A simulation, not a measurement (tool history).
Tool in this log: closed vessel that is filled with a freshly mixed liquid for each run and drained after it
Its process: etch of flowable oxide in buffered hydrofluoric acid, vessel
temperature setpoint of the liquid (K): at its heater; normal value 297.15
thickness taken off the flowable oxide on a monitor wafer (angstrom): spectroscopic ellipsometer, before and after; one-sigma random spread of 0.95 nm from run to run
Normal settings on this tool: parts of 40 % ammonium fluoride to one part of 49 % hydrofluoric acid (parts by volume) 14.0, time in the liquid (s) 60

| run | hour | temperature setpoint of the liquid (K) | parts of 40 % ammonium fluoride to one part of 49 % hydrofluoric acid (parts by volume) | time in the liquid (s) | read-back film thickness of the flowable oxide reference wafer, read on the same gauge (nm) | thickness taken off the flowable oxide on a monitor wafer (angstrom) |
|---|---|---|---|---|---|---|
| 1 | 0.0 | 297.15 | 14.0 | 60 | 40.00 | 1919.2 |
| 2 | 73.2 | 293.15 | 14.0 | 85 | 40.00 | 2176.5 |
| 3 | 145.3 | 297.15 | 14.0 | 60 | 40.01 | 1921.7 |
| 4 | 197.7 | 297.15 | 14.0 | 60 | 39.99 | 1902.7 |
| 5 | 249.8 | 296.15 | 14.0 | 75 | 40.04 | 2258.4 |
| 6 | 492.8 | 296.15 | 14.0 | 75 | 39.98 | 2236.2 |
| 7 | 598.6 | 296.15 | 14.0 | 75 | 40.01 | 2257.3 |
| 8 | 657.2 | 294.65 | 14.0 | 60 | 40.01 | 1660.8 |
| 9 | 708.8 | 296.15 | 14.0 | 60 | 40.01 | 1786.6 |
| 10 | 797.8 | 296.15 | 14.0 | 60 | 40.00 | 1806.5 |
| 11 | 922.6 | 297.15 | 14.0 | 60 | 39.99 | 1895.8 |
| 12 | 993.2 | 297.15 | 14.0 | 60 | 39.97 | 1885.9 |
| 13 | 1097.1 | 300.65 | 14.0 | 60 | 39.99 | 2298.9 |
| 14 | 1166.6 | 300.65 | 14.0 | 60 | 40.03 | 2261.8 |
| 15 | 1274.6 | 297.15 | 14.0 | 60 | 39.99 | 1873.9 |
| 16 | 1373.2 | 297.15 | 14.0 | 60 | 39.99 | 1875.6 |
| 17 | 1427.4 | 297.15 | 14.0 | 60 | 39.97 | 1879.1 |
| 18 | 1531.1 | 298.65 | 10.0 | 95 | 40.00 | 4512.3 |
| 19 | 1634.0 | 297.15 | 10.0 | 60 | 40.01 | 2600.6 |
| 20 | 1725.0 | 294.65 | 9.5 | 30 | 39.99 | 1191.4 |
| 21 | 1802.9 | 299.15 | 19.0 | 75 | 40.04 | 1986.8 |
| 22 | 1884.4 | 299.65 | 18.0 | 45 | 39.98 | 1269.2 |
| 23 | 1963.6 | 299.15 | 14.0 | 60 | 39.98 | 2143.9 |
| 24 | 2040.3 | 297.15 | 14.0 | 60 | 39.99 | 1905.4 |
| 25 | 2092.0 | 297.15 | 14.0 | 60 | 40.02 | 1917.1 |
| 26 | 2173.7 | 297.15 | 10.0 | 40 | 40.01 | 1765.2 |
| 27 | 2443.3 | 295.65 | 10.5 | 85 | 40.02 | 3277.4 |
| 28 | 2540.6 | 300.15 | 10.0 | 60 | 39.98 | 3128.1 |
| 29 | 2601.9 | 292.65 | 16.0 | 80 | 40.02 | 1732.0 |
| 30 | 2673.2 | 297.15 | 18.0 | 50 | 40.01 | 1239.5 |
| 31 | 2730.5 | 294.65 | 9.5 | 35 | 39.97 | 1380.7 |
| 32 | 2810.7 | 300.15 | 17.0 | 85 | 40.00 | 2602.4 |
| 33 | 2912.8 | 297.15 | 14.0 | 60 | 39.96 | 1889.5 |
| 34 | 3013.3 | 297.15 | 14.0 | 35 | 40.00 | 1107.2 |

Taken out of this log: 8 entries between the listed runs. Where each belongs, and how the hidden state differs across it:
Logged between run 3 and run 4: hydrofluoric acid flow meter replaced (hour 165.6)
  liquid colder than its thermometer reads (K): 0.184 -> 0.19
  difference, measured minus the result without the unlogged condition, thickness taken off the flowable oxide on a monitor wafer (angstrom): -19.0 -> -19.8
Logged between run 9 and run 10: hydrofluoric acid flow meter replaced (hour 714.6)
  liquid colder than its thermometer reads (K): 0.257 -> 0.269
  difference, measured minus the result without the unlogged condition, thickness taken off the flowable oxide on a monitor wafer (angstrom): -25.8 -> -27.1
Logged between run 15 and run 16: hydrofluoric acid flow meter replaced (hour 1331.4)
  liquid colder than its thermometer reads (K): 0.331 -> 0.344
  difference, measured minus the result without the unlogged condition, thickness taken off the flowable oxide on a monitor wafer (angstrom): -34.1 -> -35.2
Logged between run 19 and run 20: thermometer replaced (hour 1711.9)
  liquid colder than its thermometer reads (K): 0.378 -> 0.0706
  difference, measured minus the result without the unlogged condition, thickness taken off the flowable oxide on a monitor wafer (angstrom): -54.5 -> -4.6
Logged between run 21 and run 22: hydrofluoric acid flow meter replaced (hour 1846.0)
  liquid colder than its thermometer reads (K): 0.0808 -> 0.0914
  difference, measured minus the result without the unlogged condition, thickness taken off the flowable oxide on a monitor wafer (angstrom): -8.6 -> -6.2
Logged between run 23 and run 24: gauge calibrated (hour 2019.6)
  liquid colder than its thermometer reads (K): 0.102 -> 0.112
  difference, measured minus the result without the unlogged condition, thickness taken off the flowable oxide on a monitor wafer (angstrom): -11.6 -> -11.5
Logged between run 26 and run 27: hydrofluoric acid flow meter replaced (hour 2397.0)
  liquid colder than its thermometer reads (K): 0.129 -> 0.164
  difference, measured minus the result without the unlogged condition, thickness taken off the flowable oxide on a monitor wafer (angstrom): -12.5 -> -29.1
Logged between run 33 and run 34: hydrofluoric acid flow meter replaced (hour 2960.8)
  liquid colder than its thermometer reads (K): 0.226 -> 0.239
  difference, measured minus the result without the unlogged condition, thickness taken off the flowable oxide on a monitor wafer (angstrom): -23.9 -> -14.6
